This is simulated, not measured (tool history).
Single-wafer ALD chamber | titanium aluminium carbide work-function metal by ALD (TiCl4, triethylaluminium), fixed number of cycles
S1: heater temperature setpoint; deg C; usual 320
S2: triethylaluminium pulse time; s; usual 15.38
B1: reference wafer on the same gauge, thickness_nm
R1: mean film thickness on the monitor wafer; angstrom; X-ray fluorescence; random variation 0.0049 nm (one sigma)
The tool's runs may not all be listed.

run 1 hour=0 | S1=320 S2=13.56 | B1=2.27 | R1=19.03
run 2 hour=11.7 | S1=320 S2=13.56 | B1=2.27 | R1=18.97
run 3 hour=24 | S1=320 S2=15.38 | B1=2.269 | R1=19.21
run 4 hour=37.5 | S1=320 S2=15.38 | B1=2.271 | R1=19.07
run 5 hour=50.7 | S1=320 S2=15.38 | B1=2.268 | R1=19.07
run 6 hour=66.1 | S1=320 S2=15.38 | B1=2.271 | R1=19.07
run 7 hour=77.7 | S1=309 S2=18.73 | B1=2.27 | R1=18.33
run 8 hour=94.4 | S1=316 S2=15.38 | B1=2.271 | R1=18.81
-- hour=111.5 showerhead replaced
run 9 hour=112 | S1=320 S2=17.4 | B1=2.268 | R1=19.09
run 10 hour=118.9 | S1=320 S2=15.38 | B1=2.273 | R1=19.06
run 11 hour=134.7 | S1=316 S2=18.07 | B1=2.269 | R1=18.87
run 12 hour=150 | S1=334 S2=10 | B1=2.271 | R1=19.8
-- hour=166.4 gauge calibrated
run 13 hour=168 | S1=320 S2=15.38 | B1=2.269 | R1=19.07
run 14 hour=176.6 | S1=309 S2=18.03 | B1=2.27 | R1=18.26
run 15 hour=193.8 | S1=320 S2=15.38 | B1=2.267 | R1=19.1
run 16 hour=215.1 | S1=320 S2=12.48 | B1=2.271 | R1=18.94
run 17 hour=228.9 | S1=320 S2=15.38 | B1=2.268 | R1=19.13
-- hour=246.9 thermocouple changed; heater temperature recalibrated
run 18 hour=247.4 | S1=320 S2=15.38 | B1=2.268 | R1=19.5
run 19 hour=250.7 | S1=320 S2=17.66 | B1=2.273 | R1=19.58
run 20 hour=260.6 | S1=311 S2=12.36 | B1=2.268 | R1=18.8
run 21 hour=267.4 | S1=320 S2=13.56 | B1=2.266 | R1=19.38
run 22 hour=282.8 | S1=326 S2=15.38 | B1=2.271 | R1=19.92
run 23 hour=298.5 | S1=320 S2=15.38 | B1=2.271 | R1=19.38
-- hour=311.1 triethylaluminium bottle replaced
run 24 hour=311.6 | S1=325 S2=18.25 | B1=2.269 | R1=19.77
run 25 hour=315.1 | S1=320 S2=15.38 | B1=2.27 | R1=19.42
run 26 hour=322.7 | S1=309 S2=15.38 | B1=2.268 | R1=18.58
run 27 hour=334.3 | S1=306 S2=10.96 | B1=2.269 | R1=18.13
run 28 hour=350.1 | S1=312 S2=20.07 | B1=2.268 | R1=19
run 29 hour=365.1 | S1=329 S2=11.06 | B1=2.269 | R1=19.88
run 30 hour=389.6 | S1=328 S2=13.02 | B1=2.268 | R1=19.84
run 31 hour=400.6 | S1=310 S2=9.94 | B1=2.269 | R1=18.28
run 32 hour=417.5 | S1=306 S2=10.34 | B1=2.269 | R1=18
run 33 hour=432.2 | S1=307 S2=17.87 | B1=2.274 | R1=18.5
run 34 hour=445.2 | S1=320 S2=15.38 | B1=2.269 | R1=19.38

3 ways to go on from here, each from the tool as it stands after run 34. What would each give?
run A hour=445.6 | S1=320 S2=10.42 | B1=? | R1=?
run B hour=445.6 | S1=331 S2=12.1 | B1=? | R1=?
run C hour=445.6 | S1=326 S2=9.84 | B1=? | R1=?

run=A B1=2.272 R1=19.12
run=B B1=2.272 R1=20.07
run=C B1=2.272 R1=19.48
Without the tool's hidden state the same runs would have given:
run=A R1=19.33
run=B R1=20.28
run=C R1=19.69
